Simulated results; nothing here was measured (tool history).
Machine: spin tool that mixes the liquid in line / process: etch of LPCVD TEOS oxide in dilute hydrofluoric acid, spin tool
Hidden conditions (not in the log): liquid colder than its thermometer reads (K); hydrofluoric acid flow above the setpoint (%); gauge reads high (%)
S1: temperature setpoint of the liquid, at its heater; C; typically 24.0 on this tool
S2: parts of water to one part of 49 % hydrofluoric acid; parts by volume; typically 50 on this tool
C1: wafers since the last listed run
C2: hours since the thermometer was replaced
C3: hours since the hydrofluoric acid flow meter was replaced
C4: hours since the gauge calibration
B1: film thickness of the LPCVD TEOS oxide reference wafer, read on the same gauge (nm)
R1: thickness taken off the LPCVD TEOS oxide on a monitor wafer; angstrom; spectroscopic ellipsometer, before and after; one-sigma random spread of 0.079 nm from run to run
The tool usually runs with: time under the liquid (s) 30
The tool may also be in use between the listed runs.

Run 1, day 0.000: usual settings; C1 0; C2 339.5; C3 1078.9; C4 944.8; B1 150.00. Result: R1 193.1 angstrom.
Run 2, day 3.583: usual settings; C1 1362; C2 425.5; C3 1164.9; C4 1030.8; B1 149.98. Result: R1 193.7 angstrom.
Run 3, day 7.321: usual settings; C1 1421; C2 515.2; C3 1254.6; C4 1120.5; B1 150.00. Result: R1 194.5 angstrom.
Run 4, day 9.892: usual settings; C1 977; C2 576.9; C3 1316.3; C4 1182.2; B1 150.02. Result: R1 195.2 angstrom.
Run 5, day 12.704: usual settings; C1 1069; C2 644.4; C3 1383.8; C4 1249.7; B1 149.99. Result: R1 194.1 angstrom.
At day 13.233: hydrofluoric acid flow meter replaced.
At day 16.712: thermometer replaced.
Run 6, day 17.079: usual settings; C1 1631; C2 8.8; C3 92.3; C4 1354.7; B1 149.99. Result: R1 197.5 angstrom.
Run 7, day 20.842: usual settings; C1 1430; C2 99.1; C3 182.6; C4 1445.0; B1 150.01. Result: R1 198.4 angstrom.
Run 8, day 23.775: usual settings but time under the liquid (s) 35; C1 1115; C2 169.5; C3 253.0; C4 1515.4; B1 150.01. Result: R1 230.3 angstrom.
Run 9, day 34.312: usual settings; C1 4006; C2 422.4; C3 505.9; C4 1768.3; B1 149.96. Result: R1 198.5 angstrom.
Run 10, day 38.350: usual settings; C1 1535; C2 519.3; C3 602.8; C4 1865.2; B1 150.01. Result: R1 199.0 angstrom.
Run 11, day 41.183: usual settings; C1 1077; C2 587.3; C3 670.8; C4 1933.2; B1 150.01. Result: R1 199.7 angstrom.
At day 42.050: hydrofluoric acid flow meter replaced, repeated, since the last time left the tool worse.
At day 42.267: thermometer replaced.
Run 12, day 45.346: usual settings but S1 26.0 C, S2 25 parts by volume, time under the liquid (s) 45; C1 1551; C2 73.9; C3 79.1; C4 2033.1; B1 149.99. Result: R1 639.7 angstrom.
Run 13, day 47.762: usual settings but S1 19.5 C, time under the liquid (s) 15; C1 918; C2 131.9; C3 137.1; C4 2091.1; B1 150.01. Result: R1 78.9 angstrom.
Run 14, day 52.075: usual settings; C1 1639; C2 235.4; C3 240.6; C4 2194.6; B1 150.01. Result: R1 191.7 angstrom.
Run 15, day 55.854: usual settings but S1 27.5 C, S2 60 parts by volume, time under the liquid (s) 40; C1 1437; C2 326.1; C3 331.3; C4 2285.3; B1 150.02. Result: R1 240.8 angstrom.
At day 57.017: gauge calibrated.
Run 16, day 59.421: usual settings; C1 1356; C2 411.7; C3 416.9; C4 57.7; B1 150.00. Result: R1 190.3 angstrom.
Run 17, day 61.371: usual settings; C1 741; C2 458.5; C3 463.7; C4 104.5; B1 149.98. Result: R1 191.0 angstrom.
Run 18, day 62.900: usual settings but S2 45 parts by volume, time under the liquid (s) 50; C1 581; C2 495.2; C3 500.4; C4 141.2; B1 150.00. Result: R1 356.4 angstrom.
Run 19, day 65.212: usual settings but time under the liquid (s) 15; C1 879; C2 550.7; C3 555.9; C4 196.7; B1 149.99. Result: R1 95.9 angstrom.
Run 20, day 68.125: usual settings; C1 1107; C2 620.6; C3 625.8; C4 266.6; B1 150.02. Result: R1 190.9 angstrom.

Expected results for the next run?
Run 21, day 70.604: usual settings; C1 942; C2 680.1; C3 685.3; C4 326.1; B1 ?. Result: R1 ?.

Run 21 measured B1 149.98, R1 191.6 angstrom.
Were there no unlogged condition in the tool, this run, its random variation unchanged, would have produced R1 188.7 angstrom.
